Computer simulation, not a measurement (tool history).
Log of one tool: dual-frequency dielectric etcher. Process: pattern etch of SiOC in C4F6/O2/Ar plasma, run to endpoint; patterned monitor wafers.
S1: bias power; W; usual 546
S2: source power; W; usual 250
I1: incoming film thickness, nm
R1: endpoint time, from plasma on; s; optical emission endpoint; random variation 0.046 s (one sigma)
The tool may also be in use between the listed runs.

run    hour   S1   S2     I1    R1
  1     0.0  546  220  40.34  14.8
  2    50.2  546  220  40.36  14.9
  3   140.2  546  220  39.80  14.5
  4   181.9  546  250  39.96  13.5
  5   268.7  546  250  40.47  14.0
  6   369.3  546  250  39.82  13.6
  7   442.3  508  250  39.79  14.1
  8   516.8  508  250  40.07  14.1
  9   613.5  546  250  39.76  13.5
 10   702.9  546  250  39.50  13.2
 11   796.7  501  250  40.19  14.4
 12   851.8  651  280  40.29  12.2
 13   957.0  651  280  40.27  12.2
 14   997.3  452  270  39.90  14.1
 15  1077.2  546  250  40.31  13.7
 16  1179.0  546  300  39.95  12.3
 17  1243.4  417  310  40.16  13.8
 18  1302.0  424  300  40.52  14.1
 19  1394.1  546  200  39.93  15.7
 20  1455.9  546  250  39.79  13.7
 21  1494.3  677  210  39.85  13.7
 22  1562.5  441  230  40.11  15.6
 23  1599.4  605  220  40.02  13.9
 24  1729.9  451  210  39.74  16.5
 25  1787.6  422  200  39.76  17.4
 26  1841.2  546  220  40.53  15.0

Taken out of this log: 7 entries between the listed runs. Where each belongs, and how the hidden state differs across it:
Between runs 4 and 5: wet clean of the chamber (hour 227.1)
  etch rate over this chamber's usual, %: 2.66 -> 0.68
  measured less the result without the state, R1: -0.4 -> -0.1 s
Between runs 9 and 10: upper electrode replaced (hour 681.8)
  etch rate over this chamber's usual, %: 2.74 -> 3.27
  measured less the result without the state, R1: -0.3 -> -0.4 s
Between runs 10 and 11: wet clean of the chamber (hour 744.0)
  etch rate over this chamber's usual, %: 3.27 -> 0.313
  measured less the result without the state, R1: -0.4 -> +0.0 s
Between runs 11 and 12: bias power generator calibrated (hour 839.3)
  etch rate over this chamber's usual, %: 0.313 -> 0.642
  measured less the result without the state, R1: +0.0 -> -0.1 s
Between runs 14 and 15: source power generator calibrated (hour 1043.3)
  etch rate over this chamber's usual, %: 1.51 -> 1.99
  measured less the result without the state, R1: -0.2 -> -0.3 s
Between runs 16 and 17: wet clean of the chamber (hour 1242.9)
  etch rate over this chamber's usual, %: 2.6 -> 0.249
  measured less the result without the state, R1: -0.3 -> -0.1 s
Between runs 23 and 24: wet clean of the chamber (hour 1729.4)
  etch rate over this chamber's usual, %: 2.37 -> -0.0123
  measured less the result without the state, R1: -0.4 -> +0.0 s

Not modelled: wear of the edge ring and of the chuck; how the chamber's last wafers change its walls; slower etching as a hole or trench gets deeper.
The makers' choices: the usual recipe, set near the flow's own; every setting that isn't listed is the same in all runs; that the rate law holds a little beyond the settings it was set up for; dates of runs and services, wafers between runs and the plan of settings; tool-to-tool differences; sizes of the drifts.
